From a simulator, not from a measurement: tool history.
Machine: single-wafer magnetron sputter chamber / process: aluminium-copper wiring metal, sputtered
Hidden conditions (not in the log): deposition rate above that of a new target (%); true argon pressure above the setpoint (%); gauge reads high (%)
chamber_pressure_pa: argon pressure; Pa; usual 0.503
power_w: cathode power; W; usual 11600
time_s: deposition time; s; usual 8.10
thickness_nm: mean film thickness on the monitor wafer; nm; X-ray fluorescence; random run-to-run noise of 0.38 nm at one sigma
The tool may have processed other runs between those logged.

run,day,chamber_pressure_pa,power_w,time_s,wafers since the last listed run,wafers on the sputter target,hours since the last manometer calibration,hours since the magnet pack was replaced,hours since the gauge calibration,"read-back reference wafer on the same gauge, thickness_nm",thickness_nm
1,0.000,0.503,11600,6.93,0,2385,2042.3,9154.1,58.0,163.004,131.263
2,0.412,0.503,11600,6.93,176,2561,2052.2,9164.0,67.9,163.038,131.353
3,0.950,0.503,11600,6.93,229,2791,2065.1,9176.9,80.8,163.074,131.149
4,1.488,0.575,11600,8.10,229,3021,2078.0,9189.8,93.7,162.996,148.609
5,1.888,0.575,11600,8.10,170,3191,2087.6,9199.4,103.3,163.035,148.507
6,2.542,0.566,11600,8.10,279,3471,2103.3,9215.1,119.0,162.985,149.039
7,2.792,0.566,11600,8.10,106,3578,2109.3,9221.1,125.0,162.814,148.558
8,3.150,0.566,11600,8.10,153,3731,2117.9,9229.7,133.6,163.231,148.886
9,3.546,0.651,11600,7.58,169,3900,2127.4,9239.2,143.1,163.170,133.910
# day 4.012: sputter target and shields replaced
10,4.292,0.503,10550,6.74,176,118,2145.3,9257.1,161.0,163.061,119.810
# day 5.008: magnet pack replaced
# day 5.225: capacitance manometer re-zeroed and calibrated
11,5.246,0.503,11600,8.10,172,291,0.5,5.7,183.9,162.979,156.815
12,5.258,0.503,11600,7.04,5,296,0.8,6.0,184.2,163.113,135.842
13,5.562,0.671,9050,8.10,129,426,8.1,13.3,191.5,162.996,113.038
# day 6.004: gauge calibrated
14,6.071,0.503,11600,6.93,217,643,20.3,25.5,1.6,162.985,132.970
15,6.621,0.609,12800,9.08,234,878,33.5,38.7,14.8,163.046,182.662
16,7.142,0.503,11600,8.10,222,1101,46.0,51.2,27.3,162.867,154.754
17,7.588,0.680,8750,9.41,190,1291,56.7,61.9,38.0,162.988,124.955

Each row is a separate what-if for the run after 17, all from the same tool condition, not one after another. Results?
A,7.604,0.503,9900,8.10,7,1299,57.1,62.3,38.4,?,?
B,7.604,0.503,9350,8.10,7,1299,57.1,62.3,38.4,?,?
C,7.604,0.503,13750,9.05,7,1299,57.1,62.3,38.4,?,?

run,"read-back reference wafer on the same gauge, thickness_nm",thickness_nm
A,163.144,132.246
B,163.144,124.899
C,163.144,205.218
Without the tool's unlogged condition, the same runs would have read:
run,thickness_nm
A,135.877
B,128.328
C,210.851
